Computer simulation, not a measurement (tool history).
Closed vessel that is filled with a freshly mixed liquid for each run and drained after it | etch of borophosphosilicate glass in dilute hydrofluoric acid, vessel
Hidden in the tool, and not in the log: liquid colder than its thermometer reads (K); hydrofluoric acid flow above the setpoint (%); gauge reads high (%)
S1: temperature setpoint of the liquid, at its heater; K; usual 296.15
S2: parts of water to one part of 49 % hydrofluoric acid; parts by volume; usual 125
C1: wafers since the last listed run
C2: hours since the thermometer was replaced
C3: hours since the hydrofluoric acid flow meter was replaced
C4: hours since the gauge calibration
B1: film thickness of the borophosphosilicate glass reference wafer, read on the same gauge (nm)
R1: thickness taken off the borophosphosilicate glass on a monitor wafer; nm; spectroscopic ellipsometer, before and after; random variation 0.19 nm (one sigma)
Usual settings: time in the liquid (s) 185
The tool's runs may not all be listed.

run 1 hour=0 | S1=296.15 S2=125 time_in_the_liquid_(s)=185 | C1=0 C2=1019.9 C3=172.5 C4=112.6 | B1=70.2 | R1=37.14
run 2 hour=34.8 | S1=296.15 S2=125 time_in_the_liquid_(s)=185 | C1=4252 C2=1054.7 C3=207.3 C4=147.4 | B1=70.11 | R1=37
run 3 hour=90.2 | S1=296.15 S2=125 time_in_the_liquid_(s)=185 | C1=6770 C2=1110.1 C3=262.7 C4=202.8 | B1=69.94 | R1=36.94
run 4 hour=145.3 | S1=296.15 S2=125 time_in_the_liquid_(s)=185 | C1=6733 C2=1165.2 C3=317.8 C4=257.9 | B1=69.83 | R1=36.8
run 5 hour=171.4 | S1=296.15 S2=125 time_in_the_liquid_(s)=185 | C1=3189 C2=1191.3 C3=343.9 C4=284 | B1=69.73 | R1=36.85
run 6 hour=203.7 | S1=296.15 S2=125 time_in_the_liquid_(s)=185 | C1=3947 C2=1223.6 C3=376.2 C4=316.3 | B1=69.64 | R1=37.04
run 7 hour=260.6 | S1=296.15 S2=125 time_in_the_liquid_(s)=185 | C1=6953 C2=1280.5 C3=433.1 C4=373.2 | B1=69.48 | R1=36.33
run 8 hour=302.3 | S1=296.15 S2=125 time_in_the_liquid_(s)=185 | C1=5096 C2=1322.2 C3=474.8 C4=414.9 | B1=69.33 | R1=37.07
run 9 hour=369 | S1=296.15 S2=125 time_in_the_liquid_(s)=185 | C1=8151 C2=1388.9 C3=541.5 C4=481.6 | B1=69.18 | R1=36.33
run 10 hour=434.4 | S1=296.15 S2=125 time_in_the_liquid_(s)=185 | C1=7992 C2=1454.3 C3=606.9 C4=547 | B1=68.98 | R1=36.78
run 11 hour=474.5 | S1=296.15 S2=125 time_in_the_liquid_(s)=260 | C1=4900 C2=1494.4 C3=647 C4=587.1 | B1=68.87 | R1=51.13
-- hour=501 hydrofluoric acid flow meter replaced
run 12 hour=523.5 | S1=296.15 S2=125 time_in_the_liquid_(s)=185 | C1=5866 C2=1543.4 C3=22.5 C4=636.1 | B1=68.74 | R1=36.6
run 13 hour=584.4 | S1=296.15 S2=125 time_in_the_liquid_(s)=185 | C1=7442 C2=1604.3 C3=83.4 C4=697 | B1=68.57 | R1=36.36
run 14 hour=616.7 | S1=296.15 S2=180 time_in_the_liquid_(s)=185 | C1=3947 C2=1636.6 C3=115.7 C4=729.3 | B1=68.48 | R1=23.41
-- hour=632.3 gauge calibrated
run 15 hour=650.7 | S1=296.15 S2=180 time_in_the_liquid_(s)=185 | C1=4155 C2=1670.6 C3=149.7 C4=18.4 | B1=69.74 | R1=24.18
run 16 hour=709.5 | S1=296.15 S2=105 time_in_the_liquid_(s)=110 | C1=7185 C2=1729.4 C3=208.5 C4=77.2 | B1=69.59 | R1=26.82
run 17 hour=780.5 | S1=292.15 S2=140 time_in_the_liquid_(s)=235 | C1=8676 C2=1800.4 C3=279.5 C4=148.2 | B1=69.39 | R1=34.47
run 18 hour=847.5 | S1=293.65 S2=80 time_in_the_liquid_(s)=135 | C1=8188 C2=1867.4 C3=346.5 C4=215.2 | B1=69.19 | R1=39.79
-- hour=883.4 thermometer replaced
run 19 hour=912 | S1=292.15 S2=125 time_in_the_liquid_(s)=185 | C1=7760 C2=28.6 C3=411 C4=279.7 | B1=69.04 | R1=31.12
run 20 hour=973.2 | S1=301.15 S2=165 time_in_the_liquid_(s)=245 | C1=7479 C2=89.8 C3=472.2 C4=340.9 | B1=68.88 | R1=42.03
run 21 hour=1023.4 | S1=296.15 S2=125 time_in_the_liquid_(s)=185 | C1=6134 C2=140 C3=522.4 C4=391.1 | B1=68.73 | R1=36.29
-- hour=1064 hydrofluoric acid flow meter replaced
run 22 hour=1079.1 | S1=292.15 S2=125 time_in_the_liquid_(s)=105 | C1=6684 C2=195.7 C3=15.1 C4=446.8 | B1=68.57 | R1=17.6
run 23 hour=1128.1 | S1=299.65 S2=125 time_in_the_liquid_(s)=225 | C1=5988 C2=244.7 C3=64.1 C4=495.8 | B1=68.41 | R1=50.21
run 24 hour=1182 | S1=296.15 S2=125 time_in_the_liquid_(s)=185 | C1=6587 C2=298.6 C3=118 C4=549.7 | B1=68.28 | R1=35.9
run 25 hour=1243.4 | S1=298.15 S2=170 time_in_the_liquid_(s)=145 | C1=7503 C2=360 C3=179.4 C4=611.1 | B1=68.1 | R1=21.33
run 26 hour=1310.3 | S1=291.15 S2=155 time_in_the_liquid_(s)=280 | C1=8175 C2=426.9 C3=246.3 C4=678 | B1=67.9 | R1=34.81
run 27 hour=1375.7 | S1=296.15 S2=125 time_in_the_liquid_(s)=185 | C1=7992 C2=492.3 C3=311.7 C4=743.4 | B1=67.74 | R1=35.89

Forecast each of these 3 alternatives for the next run:
run A hour=1376.4 | S1=296.15 S2=125 time_in_the_liquid_(s)=185 | C1=85 C2=493 C3=312.4 C4=744.1 | B1=? | R1=?
run B hour=1376.4 | S1=299.65 S2=70 time_in_the_liquid_(s)=185 | C1=85 C2=493 C3=312.4 C4=744.1 | B1=? | R1=?
run C hour=1376.4 | S1=298.15 S2=105 time_in_the_liquid_(s)=110 | C1=85 C2=493 C3=312.4 C4=744.1 | B1=? | R1=?

run=A B1=67.73 R1=35.63
run=B B1=67.73 R1=78.28
run=C B1=67.73 R1=27.94
Without the tool's hidden state the same runs would have given:
run=A R1=36.83
run=B R1=80.91
run=C R1=28.88
